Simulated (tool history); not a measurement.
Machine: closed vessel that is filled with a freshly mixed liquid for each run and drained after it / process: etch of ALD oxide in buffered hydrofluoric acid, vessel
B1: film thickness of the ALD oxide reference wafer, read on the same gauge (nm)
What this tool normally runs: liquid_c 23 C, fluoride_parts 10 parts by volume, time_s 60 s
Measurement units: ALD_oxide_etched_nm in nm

{"run": 1, "day": 0.0, "liquid_c": 21.5, "fluoride_parts": 10, "time_s": 60, "B1": 59.98, "ALD_oxide_etched_nm": 78.72}
{"run": 2, "day": 2.592, "liquid_c": 23, "fluoride_parts": 10, "time_s": 60, "B1": 60.01, "ALD_oxide_etched_nm": 84.63}
{"run": 3, "day": 4.158, "liquid_c": 26.5, "fluoride_parts": 10, "time_s": 60, "B1": 60.02, "ALD_oxide_etched_nm": 103.25}
{"run": 4, "day": 8.192, "liquid_c": 26.5, "fluoride_parts": 10, "time_s": 60, "B1": 60.01, "ALD_oxide_etched_nm": 102.59}
{"day": 9.342, "done": "thermometer replaced"}
{"run": 5, "day": 18.504, "liquid_c": 23, "fluoride_parts": 10, "time_s": 70, "B1": 60.01, "ALD_oxide_etched_nm": 103.73}
{"run": 6, "day": 20.088, "liquid_c": 23, "fluoride_parts": 10, "time_s": 70, "B1": 59.96, "ALD_oxide_etched_nm": 103.18}
{"run": 7, "day": 23.446, "liquid_c": 24.5, "fluoride_parts": 10, "time_s": 60, "B1": 59.98, "ALD_oxide_etched_nm": 95.69}
{"day": 34.021, "done": "gauge calibrated"}
{"run": 8, "day": 35.442, "liquid_c": 23, "fluoride_parts": 7.5, "time_s": 60, "B1": 60.02, "ALD_oxide_etched_nm": 114.21}
{"run": 9, "day": 37.1, "liquid_c": 23, "fluoride_parts": 7.5, "time_s": 60, "B1": 60.01, "ALD_oxide_etched_nm": 115.47}
{"run": 10, "day": 40.438, "liquid_c": 23, "fluoride_parts": 7.5, "time_s": 60, "B1": 59.99, "ALD_oxide_etched_nm": 113.41}
{"run": 11, "day": 43.6, "liquid_c": 23, "fluoride_parts": 10, "time_s": 60, "B1": 59.98, "ALD_oxide_etched_nm": 87.45}
{"run": 12, "day": 49.012, "liquid_c": 20, "fluoride_parts": 10, "time_s": 60, "B1": 59.96, "ALD_oxide_etched_nm": 74.24}
{"run": 13, "day": 52.225, "liquid_c": 20, "fluoride_parts": 10, "time_s": 60, "B1": 59.98, "ALD_oxide_etched_nm": 73.78}
{"run": 14, "day": 56.429, "liquid_c": 20, "fluoride_parts": 10, "time_s": 60, "B1": 59.99, "ALD_oxide_etched_nm": 73.86}
{"run": 15, "day": 60.267, "liquid_c": 23, "fluoride_parts": 12.5, "time_s": 60, "B1": 60, "ALD_oxide_etched_nm": 69.5}
{"run": 16, "day": 64.042, "liquid_c": 23, "fluoride_parts": 10, "time_s": 60, "B1": 60, "ALD_oxide_etched_nm": 87.23}
{"run": 17, "day": 65.638, "liquid_c": 20.5, "fluoride_parts": 7.5, "time_s": 75, "B1": 60.01, "ALD_oxide_etched_nm": 122.26}
{"day": 68.946, "done": "hydrofluoric acid flow meter replaced"}
{"run": 18, "day": 69.15, "liquid_c": 23, "fluoride_parts": 6.5, "time_s": 60, "B1": 60, "ALD_oxide_etched_nm": 129.73}
{"run": 19, "day": 72.1, "liquid_c": 23, "fluoride_parts": 10, "time_s": 60, "B1": 59.98, "ALD_oxide_etched_nm": 85.91}
{"run": 20, "day": 74.038, "liquid_c": 26, "fluoride_parts": 9, "time_s": 60, "B1": 59.98, "ALD_oxide_etched_nm": 107.82}
{"run": 21, "day": 75.867, "liquid_c": 26.5, "fluoride_parts": 7, "time_s": 80, "B1": 60, "ALD_oxide_etched_nm": 193.08}
{"run": 22, "day": 77.871, "liquid_c": 18, "fluoride_parts": 10, "time_s": 60, "B1": 60.03, "ALD_oxide_etched_nm": 64.38}
{"run": 23, "day": 80.412, "liquid_c": 26.5, "fluoride_parts": 12, "time_s": 40, "B1": 59.99, "ALD_oxide_etched_nm": 57.97}
{"day": 80.558, "done": "thermometer replaced"}
{"run": 24, "day": 83.938, "liquid_c": 28, "fluoride_parts": 10, "time_s": 60, "B1": 60.01, "ALD_oxide_etched_nm": 116.14}
{"run": 25, "day": 86.746, "liquid_c": 23, "fluoride_parts": 10, "time_s": 45, "B1": 59.98, "ALD_oxide_etched_nm": 66.7}
{"run": 26, "day": 89.333, "liquid_c": 23, "fluoride_parts": 13, "time_s": 50, "B1": 60.02, "ALD_oxide_etched_nm": 57.14}
{"run": 27, "day": 92.7, "liquid_c": 23, "fluoride_parts": 10, "time_s": 60, "B1": 60.02, "ALD_oxide_etched_nm": 88.67}
{"run": 28, "day": 95.708, "liquid_c": 25.5, "fluoride_parts": 9, "time_s": 60, "B1": 59.98, "ALD_oxide_etched_nm": 108.08}
{"run": 29, "day": 98.667, "liquid_c": 18.5, "fluoride_parts": 11, "time_s": 60, "B1": 59.98, "ALD_oxide_etched_nm": 62.24}
{"run": 30, "day": 100.888, "liquid_c": 25, "fluoride_parts": 12.5, "time_s": 60, "B1": 60.01, "ALD_oxide_etched_nm": 78.53}
{"day": 102.429, "done": "gauge calibrated"}
{"run": 31, "day": 104.204, "liquid_c": 20.5, "fluoride_parts": 10, "time_s": 60, "B1": 60, "ALD_oxide_etched_nm": 75.78}

Here are 3 independent what-if runs from the current tool condition. What would each one return?
{"run": "A", "day": 104.233, "liquid_c": 23, "fluoride_parts": 10, "time_s": 60, "B1": "?", "ALD_oxide_etched_nm": "?"}
{"run": "B", "day": 104.233, "liquid_c": 18, "fluoride_parts": 6.5, "time_s": 40, "B1": "?", "ALD_oxide_etched_nm": "?"}
{"run": "C", "day": 104.233, "liquid_c": 23, "fluoride_parts": 7, "time_s": 60, "B1": "?", "ALD_oxide_etched_nm": "?"}

run=A B1=60 ALD_oxide_etched_nm=87.1
run=B B1=60 ALD_oxide_etched_nm=65.7
run=C B1=60 ALD_oxide_etched_nm=122.16
Without the tool's hidden state the same runs would have given:
run=A ALD_oxide_etched_nm=88.74
run=B ALD_oxide_etched_nm=66.97
run=C ALD_oxide_etched_nm=124.46
